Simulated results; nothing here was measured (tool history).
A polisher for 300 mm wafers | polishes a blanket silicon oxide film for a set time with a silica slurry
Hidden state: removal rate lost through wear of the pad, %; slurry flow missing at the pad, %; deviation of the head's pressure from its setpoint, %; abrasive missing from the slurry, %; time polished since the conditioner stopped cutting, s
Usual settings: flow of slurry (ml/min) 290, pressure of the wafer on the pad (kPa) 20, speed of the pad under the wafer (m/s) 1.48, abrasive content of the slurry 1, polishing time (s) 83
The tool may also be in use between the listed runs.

run	day	flow of slurry (ml/min)	pressure of the wafer on the pad (kPa)	speed of the pad under the wafer (m/s)	abrasive content of the slurry	polishing time (s)	wafers since the last listed run	wafers polished on this pad	hours since the slurry nozzle was cleaned	hours since the head pressure was calibrated	hours since the slurry blender was calibrated	hours since the conditioning disc was replaced	incoming thickness of the incoming film, nm	film removed (Å)
1	0	290	20	1.48	1	83	0	1847	16.4	995.3	1.8	623.5	878.3	1982
# day 0.654: conditioning disc replaced and pad reconditioned
2	1.867	290	20	1.48	1	83	467	2314	61.2	1040.1	46.6	29.1	865.1	1980
# day 3.204: worn pad replaced by a new one
3	3.408	290	20	1.48	1	98	360	53	98.2	1077.1	83.6	66.1	872.5	2356
4	6.004	290	20	1.48	1	98	679	733	160.5	1139.4	145.9	128.4	885	2398
5	7.288	290	20	1.48	1	83	336	1069	191.3	1170.2	176.7	159.2	880.6	2003
6	9.846	250	20	1.48	1	83	670	1739	252.7	1231.6	238.1	220.6	872.1	1940
# day 10.992: slurry blender recalibrated
7	11.283	290	20	1.48	1	83	354	2094	287.2	1266.1	7	255.1	894.2	1943
# day 11.7: head pressure recalibrated
8	12.408	290	20	1.48	1	83	272	2366	314.2	17	34	282.1	883.8	2040
9	15.233	290	20	1.48	1	83	739	3106	382	84.8	101.8	349.9	897	1957
# day 15.488: worn pad replaced by a new one
10	16.588	290	20	1.22	0.75	83	311	288	414.5	117.3	134.3	382.4	882.4	1505
11	18.221	385	20	1.48	1	83	427	716	453.7	156.5	173.5	421.6	889.7	2018
12	19.358	380	20	1.48	1	83	297	1014	481	183.8	200.8	448.9	873.4	2031
13	21.371	290	25.5	1.78	1.1	60	527	1541	529.3	232.1	249.1	497.2	877.9	2202
# day 22.792: conditioning disc replaced and pad reconditioned
# day 23.596: slurry blender recalibrated
14	24.292	290	20	1.48	1	83	721	2262	599.4	302.2	16.7	36	876	1957
15	25.342	210	15.9	1.2	1	83	275	2537	624.6	327.4	41.9	61.2	882.1	1294
# day 26.567: worn pad replaced by a new one
16	27.133	290	20	1.48	1	83	425	148	667.6	370.4	84.9	104.2	878.5	1935
17	29.171	320	20	1.48	1	83	533	682	716.5	419.3	133.8	153.1	883.1	2012
# day 30.4: slurry nozzle cleaned
18	30.588	290	20	1.82	1	83	360	1042	4.5	453.3	167.8	187.1	895.6	2404
19	32.533	240	20	1.26	1	83	509	1551	51.2	500	214.5	233.8	885.9	1759
20	34.462	315	17.2	1.76	1.2	83	505	2057	97.5	546.3	260.8	280.1	881.3	2116
# day 35.825: slurry blender recalibrated
21	37.046	290	20	1.48	1	83	654	2712	159.5	608.3	29.3	342.1	892.6	2005
22	38.888	290	20	1.62	1	83	482	3194	203.7	652.5	73.5	386.3	872.4	2152
# day 39.192: worn pad replaced by a new one
23	40.738	380	20	1.76	1	83	440	404	248.1	696.9	117.9	430.7	874.8	2359
24	42.462	335	25.5	1.96	1	56	451	856	289.5	738.3	159.3	472.1	877.2	2163
25	43.533	370	17.9	1.48	1	83	280	1137	315.2	764	185	497.8	877.6	1825

Forecast each of these 4 alternatives for the next run:
A	43.554	290	20	1.48	0.9	83	5	1142	315.7	764.5	185.5	498.3	899.1	?
B	43.554	365	20	1.76	1	107	5	1142	315.7	764.5	185.5	498.3	899.1	?
C	43.554	290	20	1.9	1	93	5	1142	315.7	764.5	185.5	498.3	899.1	?
D	43.554	290	24.8	1.48	1	83	5	1142	315.7	764.5	185.5	498.3	899.1	?

run	film removed (Å)
A	1892
B	2977
C	2711
D	2459
Without the tool's hidden state the same runs would have given:
run	film removed (Å)
A	1892
B	2977
C	2711
D	2459

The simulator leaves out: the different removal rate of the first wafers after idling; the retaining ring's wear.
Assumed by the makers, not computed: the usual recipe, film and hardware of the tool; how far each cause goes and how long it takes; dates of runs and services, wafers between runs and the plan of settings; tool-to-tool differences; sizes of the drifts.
